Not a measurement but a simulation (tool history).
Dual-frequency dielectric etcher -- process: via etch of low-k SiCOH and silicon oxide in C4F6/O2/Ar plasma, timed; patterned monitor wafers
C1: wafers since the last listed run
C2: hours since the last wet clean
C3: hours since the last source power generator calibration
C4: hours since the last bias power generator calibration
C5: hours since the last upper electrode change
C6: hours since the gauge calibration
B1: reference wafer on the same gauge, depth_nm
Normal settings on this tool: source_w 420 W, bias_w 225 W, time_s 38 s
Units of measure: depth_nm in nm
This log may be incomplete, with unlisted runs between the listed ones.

Run 1, hour 0: usual settings but bias_w 241 W; C1 0; C2 201.6; C3 2036.9; C4 1212.5; C5 3007.6; C6 497.4; B1 104.8. Result: depth_nm 99.2 nm.
Run 2, hour 27.5: usual settings but bias_w 241 W; C1 293; C2 229.1; C3 2064.4; C4 1240; C5 3035.1; C6 524.9; B1 105.1. Result: depth_nm 100.4 nm.
Run 3, hour 50.6: usual settings but bias_w 241 W; C1 246; C2 252.2; C3 2087.5; C4 1263.1; C5 3058.2; C6 548; B1 105.1. Result: depth_nm 101 nm.
Run 4, hour 70.3: usual settings but bias_w 269 W; C1 210; C2 271.9; C3 2107.2; C4 1282.8; C5 3077.9; C6 567.7; B1 105.3. Result: depth_nm 103.9 nm.
Run 5, hour 98.9: usual settings but bias_w 269 W; C1 304; C2 300.5; C3 2135.8; C4 1311.4; C5 3106.5; C6 596.3; B1 105.3. Result: depth_nm 104.9 nm.
Run 6, hour 130.1: usual settings; C1 332; C2 331.7; C3 2167; C4 1342.6; C5 3137.7; C6 627.5; B1 105.5. Result: depth_nm 98.7 nm.
Run 7, hour 153.2: usual settings; C1 246; C2 354.8; C3 2190.1; C4 1365.7; C5 3160.8; C6 650.6; B1 106.1. Result: depth_nm 98.9 nm.
Run 8, hour 183.1: usual settings; C1 318; C2 384.7; C3 2220; C4 1395.6; C5 3190.7; C6 680.5; B1 106.2. Result: depth_nm 99 nm.
Run 9, hour 203.1: usual settings but time_s 41.5 s; C1 213; C2 404.7; C3 2240; C4 1415.6; C5 3210.7; C6 700.5; B1 106.1. Result: depth_nm 108.5 nm.
Run 10, hour 216.6: usual settings but time_s 41.5 s; C1 143; C2 418.2; C3 2253.5; C4 1429.1; C5 3224.2; C6 714; B1 106.4. Result: depth_nm 108.4 nm.
Run 11, hour 231.1: usual settings but time_s 41.5 s; C1 154; C2 432.7; C3 2268; C4 1443.6; C5 3238.7; C6 728.5; B1 106.7. Result: depth_nm 108.9 nm.
Run 12, hour 253.9: usual settings but source_w 460 W; C1 243; C2 455.5; C3 2290.8; C4 1466.4; C5 3261.5; C6 751.3; B1 106.8. Result: depth_nm 101.9 nm.
At hour 256.6: gauge calibrated.
At hour 268.6: source power generator calibrated.
Run 13, hour 276.6: usual settings but source_w 460 W; C1 199; C2 478.2; C3 8; C4 1489.1; C5 3284.2; C6 20; B1 103.1. Result: depth_nm 99.3 nm.
At hour 286.1: bias power generator calibrated.
Run 14, hour 295.3: usual settings but source_w 460 W; C1 156; C2 496.9; C3 26.7; C4 9.2; C5 3302.9; C6 38.7; B1 103.2. Result: depth_nm 99.7 nm.
Run 15, hour 326.4: usual settings but bias_w 259 W; C1 331; C2 528; C3 57.8; C4 40.3; C5 3334; C6 69.8; B1 103.3. Result: depth_nm 100.7 nm.
Run 16, hour 355.9: usual settings but source_w 470 W, bias_w 256 W, time_s 41.5 s; C1 314; C2 557.5; C3 87.3; C4 69.8; C5 3363.5; C6 99.3; B1 103.3. Result: depth_nm 112.9 nm.
Run 17, hour 379.3: usual settings but bias_w 269 W; C1 249; C2 580.9; C3 110.7; C4 93.2; C5 3386.9; C6 122.7; B1 103.3. Result: depth_nm 102.6 nm.
Run 18, hour 403.6: usual settings; C1 259; C2 605.2; C3 135; C4 117.5; C5 3411.2; C6 147; B1 103.3. Result: depth_nm 96.7 nm.
At hour 446.2: upper electrode replaced.
Run 19, hour 446.7: usual settings but source_w 460 W; C1 203; C2 648.3; C3 178.1; C4 160.6; C5 0.5; C6 190.1; B1 103.4. Result: depth_nm 100 nm.
Run 20, hour 450.7: usual settings; C1 42; C2 652.3; C3 182.1; C4 164.6; C5 4.5; C6 194.1; B1 103.5. Result: depth_nm 97 nm.
At hour 477.5: wet clean of the chamber.
Run 21, hour 480.9: usual settings but bias_w 211 W; C1 66; C2 3.4; C3 212.3; C4 194.8; C5 34.7; C6 224.3; B1 103.5. Result: depth_nm 95.3 nm.
Run 22, hour 509.4: usual settings; C1 303; C2 31.9; C3 240.8; C4 223.3; C5 63.2; C6 252.8; B1 103.6. Result: depth_nm 97.2 nm.
Run 23, hour 523.4: usual settings but bias_w 186 W, time_s 29.5 s; C1 149; C2 45.9; C3 254.8; C4 237.3; C5 77.2; C6 266.8; B1 103.8. Result: depth_nm 70.7 nm.
Run 24, hour 558.9: usual settings; C1 378; C2 81.4; C3 290.3; C4 272.8; C5 112.7; C6 302.3; B1 103.8. Result: depth_nm 97.3 nm.
Run 25, hour 632.7: usual settings but source_w 350 W, bias_w 276 W, time_s 29 s; C1 786; C2 155.2; C3 364.1; C4 346.6; C5 186.5; C6 376.1; B1 104.2. Result: depth_nm 76.5 nm.
Run 26, hour 663.7: usual settings but source_w 450 W, bias_w 261 W, time_s 42 s; C1 330; C2 186.2; C3 395.1; C4 377.6; C5 217.5; C6 407.1; B1 104.4. Result: depth_nm 115 nm.
Run 27, hour 698.6: usual settings; C1 372; C2 221.1; C3 430; C4 412.5; C5 252.4; C6 442; B1 104.4. Result: depth_nm 98.1 nm.
Run 28, hour 729.4: usual settings but source_w 370 W, bias_w 251 W, time_s 43 s; C1 328; C2 251.9; C3 460.8; C4 443.3; C5 283.2; C6 472.8; B1 104.6. Result: depth_nm 111 nm.
Run 29, hour 742: usual settings but bias_w 250 W; C1 134; C2 264.5; C3 473.4; C4 455.9; C5 295.8; C6 485.4; B1 104.6. Result: depth_nm 101.6 nm.
Run 30, hour 768.7: usual settings but bias_w 207 W, time_s 29.5 s; C1 284; C2 291.2; C3 500.1; C4 482.6; C5 322.5; C6 512.1; B1 104.7. Result: depth_nm 73.4 nm.
Run 31, hour 794.2: usual settings but source_w 360 W; C1 271; C2 316.7; C3 525.6; C4 508.1; C5 348; C6 537.6; B1 105.2. Result: depth_nm 94.8 nm.

Predict each of these 3 candidate next runs independently; none follows another, all start after run 31:
Run A, hour 794.6: usual settings; C1 4; C2 317.1; C3 526; C4 508.5; C5 348.4; C6 538; B1 ?. Result: depth_nm ?.
Run B, hour 794.6: usual settings but time_s 26.5 s; C1 4; C2 317.1; C3 526; C4 508.5; C5 348.4; C6 538; B1 ?. Result: depth_nm ?.
Run C, hour 794.6: usual settings but source_w 480 W; C1 4; C2 317.1; C3 526; C4 508.5; C5 348.4; C6 538; B1 ?. Result: depth_nm ?.

run     B1  depth_nm
  A  104.9        98
  B  104.9      68.3
  C  104.9     101.7
With no hidden state in the tool, these same runs would have given:
run  depth_nm
  A      96.5
  B      67.3
  C     100.2

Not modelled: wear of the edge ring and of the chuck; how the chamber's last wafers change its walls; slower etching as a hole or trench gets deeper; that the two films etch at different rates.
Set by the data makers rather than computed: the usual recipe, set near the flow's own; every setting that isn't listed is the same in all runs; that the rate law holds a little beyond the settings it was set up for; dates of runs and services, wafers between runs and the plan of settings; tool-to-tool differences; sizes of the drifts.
